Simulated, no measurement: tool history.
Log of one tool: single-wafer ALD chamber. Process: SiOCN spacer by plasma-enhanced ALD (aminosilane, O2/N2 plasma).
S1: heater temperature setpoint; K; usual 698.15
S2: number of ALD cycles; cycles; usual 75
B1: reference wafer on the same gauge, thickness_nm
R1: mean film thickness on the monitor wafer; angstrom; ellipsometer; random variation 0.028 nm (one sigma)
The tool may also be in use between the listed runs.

Run 1, hour 0.0: usual settings; B1 5.061. Result: R1 46.89 angstrom.
Run 2, hour 74.3: usual settings; B1 5.059. Result: R1 47.31 angstrom.
Run 3, hour 177.5: usual settings; B1 5.072. Result: R1 47.15 angstrom.
Run 4, hour 216.0: usual settings; B1 5.066. Result: R1 47.17 angstrom.
Run 5, hour 315.7: usual settings; B1 5.075. Result: R1 47.10 angstrom.
Run 6, hour 423.1: usual settings but S1 692.15 K; B1 5.070. Result: R1 48.10 angstrom.
Run 7, hour 477.4: usual settings but S1 692.15 K; B1 5.064. Result: R1 48.42 angstrom.
Run 8, hour 557.2: usual settings but S1 692.15 K; B1 5.082. Result: R1 47.99 angstrom.
Run 9, hour 646.0: usual settings but S1 709.15 K, S2 65 cycles; B1 5.067. Result: R1 39.48 angstrom.
At hour 738.6: thermocouple changed; heater temperature recalibrated.
Run 10, hour 739.1: usual settings but S1 709.15 K, S2 65 cycles; B1 5.071. Result: R1 39.76 angstrom.
Run 11, hour 835.0: usual settings but S1 709.15 K, S2 65 cycles; B1 5.081. Result: R1 39.74 angstrom.
Run 12, hour 879.9: usual settings but S2 86 cycles; B1 5.071. Result: R1 53.66 angstrom.
Run 13, hour 949.6: usual settings but S2 86 cycles; B1 5.070. Result: R1 54.51 angstrom.
Run 14, hour 1047.6: usual settings; B1 5.073. Result: R1 47.37 angstrom.
Run 15, hour 1146.3: usual settings; B1 5.082. Result: R1 47.00 angstrom.
Run 16, hour 1224.7: usual settings; B1 5.080. Result: R1 47.04 angstrom.
Run 17, hour 1364.4: usual settings but S2 68 cycles; B1 5.067. Result: R1 42.54 angstrom.
Run 18, hour 1589.3: usual settings but S2 84 cycles; B1 5.064. Result: R1 53.01 angstrom.
Run 19, hour 1641.7: usual settings but S2 84 cycles; B1 5.075. Result: R1 52.38 angstrom.
Run 20, hour 1682.0: usual settings but S2 84 cycles; B1 5.068. Result: R1 52.58 angstrom.
Run 21, hour 1725.4: usual settings but S2 79 cycles; B1 5.066. Result: R1 49.73 angstrom.
Run 22, hour 1892.2: usual settings but S1 707.15 K; B1 5.066. Result: R1 45.59 angstrom.
Run 23, hour 1953.1: usual settings but S1 709.15 K, S2 87 cycles; B1 5.061. Result: R1 52.23 angstrom.
Run 24, hour 2048.2: usual settings but S1 688.15 K, S2 88 cycles; B1 5.070. Result: R1 57.71 angstrom.
Run 25, hour 2126.6: usual settings but S1 692.15 K; B1 5.062. Result: R1 48.12 angstrom.
At hour 2145.4: thermocouple changed; heater temperature recalibrated.
At hour 2220.9: gauge calibrated.
Run 26, hour 2234.1: usual settings but S1 708.15 K, S2 85 cycles; B1 5.069. Result: R1 51.45 angstrom.
Run 27, hour 2270.3: usual settings; B1 5.072. Result: R1 46.85 angstrom.
Run 28, hour 2371.8: usual settings but S1 702.15 K; B1 5.077. Result: R1 46.49 angstrom.
Run 29, hour 2471.7: usual settings but S1 688.15 K, S2 88 cycles; B1 5.070. Result: R1 57.24 angstrom.
Run 30, hour 2549.0: usual settings but S1 710.15 K, S2 64 cycles; B1 5.072. Result: R1 38.74 angstrom.
Run 31, hour 2682.6: usual settings; B1 5.063. Result: R1 47.62 angstrom.
Run 32, hour 2725.7: usual settings; B1 5.059. Result: R1 46.99 angstrom.
Run 33, hour 2797.2: usual settings but S1 683.15 K, S2 69 cycles; B1 5.081. Result: R1 45.42 angstrom.
Run 34, hour 2864.0: usual settings but S1 685.15 K; B1 5.077. Result: R1 49.60 angstrom.
Run 35, hour 2918.4: usual settings but S1 704.15 K, S2 84 cycles; B1 5.083. Result: R1 51.99 angstrom.
Run 36, hour 3002.8: usual settings but S1 692.15 K, S2 69 cycles; B1 5.074. Result: R1 44.15 angstrom.
Run 37, hour 3065.7: usual settings but S1 692.15 K, S2 69 cycles; B1 5.081. Result: R1 44.41 angstrom.
Run 38, hour 3157.3: usual settings but S1 686.15 K, S2 80 cycles; B1 5.054. Result: R1 52.66 angstrom.
Run 39, hour 3227.6: usual settings; B1 5.068. Result: R1 47.68 angstrom.
At hour 3287.1: thermocouple changed; heater temperature recalibrated.
Run 40, hour 3287.6: usual settings but S1 692.15 K, S2 63 cycles; B1 5.073. Result: R1 40.44 angstrom.
Run 41, hour 3342.0: usual settings but S1 691.15 K, S2 87 cycles; B1 5.071. Result: R1 56.08 angstrom.
Run 42, hour 3435.6: usual settings but S1 705.15 K, S2 82 cycles; B1 5.061. Result: R1 49.87 angstrom.
Run 43, hour 3533.2: usual settings but S1 709.15 K, S2 65 cycles; B1 5.080. Result: R1 39.30 angstrom.
Run 44, hour 3606.7: usual settings; B1 5.066. Result: R1 46.80 angstrom.
Run 45, hour 3673.1: usual settings but S1 704.15 K, S2 82 cycles; B1 5.069. Result: R1 50.66 angstrom.
Run 46, hour 3862.7: usual settings but S2 70 cycles; B1 5.071. Result: R1 43.56 angstrom.
Run 47, hour 3943.7: usual settings; B1 5.066. Result: R1 46.81 angstrom.

Forecast each of these 4 alternatives for the next run:
Run A, hour 3944.2: usual settings but S1 712.15 K; B1 ?. Result: R1 ?.
Run B, hour 3944.2: usual settings but S1 686.15 K, S2 90 cycles; B1 ?. Result: R1 ?.
Run C, hour 3944.2: usual settings but S1 705.15 K, S2 89 cycles; B1 ?. Result: R1 ?.
Run D, hour 3944.2: usual settings but S1 711.15 K, S2 60 cycles; B1 ?. Result: R1 ?.

run     B1     R1
  A  5.079  44.57
  B  5.079  58.56
  C  5.079  54.24
  D  5.079  35.79
Without the tool's hidden state the same runs would have given:
run     R1
  A  44.57
  B  58.56
  C  54.24
  D  35.79
